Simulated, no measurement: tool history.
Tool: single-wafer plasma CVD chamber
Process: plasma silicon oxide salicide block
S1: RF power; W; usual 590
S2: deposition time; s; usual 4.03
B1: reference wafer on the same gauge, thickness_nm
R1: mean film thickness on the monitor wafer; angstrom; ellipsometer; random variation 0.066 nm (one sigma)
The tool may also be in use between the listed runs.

run	hour	S1	S2	B1	R1
1	0.0	590	4.33	39.506	390.95
2	57.9	590	4.33	39.493	390.75
3	85.1	590	4.33	39.503	390.45
4	127.8	590	4.03	39.504	363.78
5	177.1	590	4.03	39.502	364.31
6	219.4	590	4.03	39.502	362.40
7	277.7	535	4.03	39.502	357.45
8	345.2	535	4.03	39.500	357.39
9	406.1	590	4.03	39.496	362.28
# hour 434.5: gauge calibrated
10	468.5	520	4.03	39.503	357.23
# hour 537.9: RF generator calibrated
11	538.4	520	4.03	39.497	361.68
12	596.6	520	4.03	39.513	359.20
13	644.4	590	4.03	39.511	365.87
14	691.5	480	3.63	39.495	321.40
15	723.0	590	4.03	39.513	366.73
16	785.4	590	4.33	39.503	394.61
17	851.1	485	4.03	39.493	354.99
18	911.4	635	4.03	39.495	370.54
# hour 935.9: showerhead replaced
19	940.1	590	4.63	39.498	420.40
20	979.7	590	4.33	39.505	394.29
21	1024.9	590	4.03	39.502	364.75
22	1059.7	480	4.71	39.499	415.31
23	1092.4	590	3.44	39.511	311.50
24	1136.8	590	4.33	39.502	392.17
25	1190.8	525	4.44	39.485	394.37
26	1225.2	515	4.62	39.487	410.29

Forecast each of these 5 alternatives for the next run:
A	1225.6	590	3.32	?	?
B	1225.6	710	3.28	?	?
C	1225.6	510	3.44	?	?
D	1225.6	480	4.36	?	?
E	1225.6	675	3.75	?	?

run	B1	R1
A	39.504	300.24
B	39.504	305.56
C	39.504	304.46
D	39.504	382.62
E	39.504	346.44
Without the tool's hidden state the same runs would have given:
run	R1
A	303.03
B	308.40
C	307.29
D	386.18
E	349.66
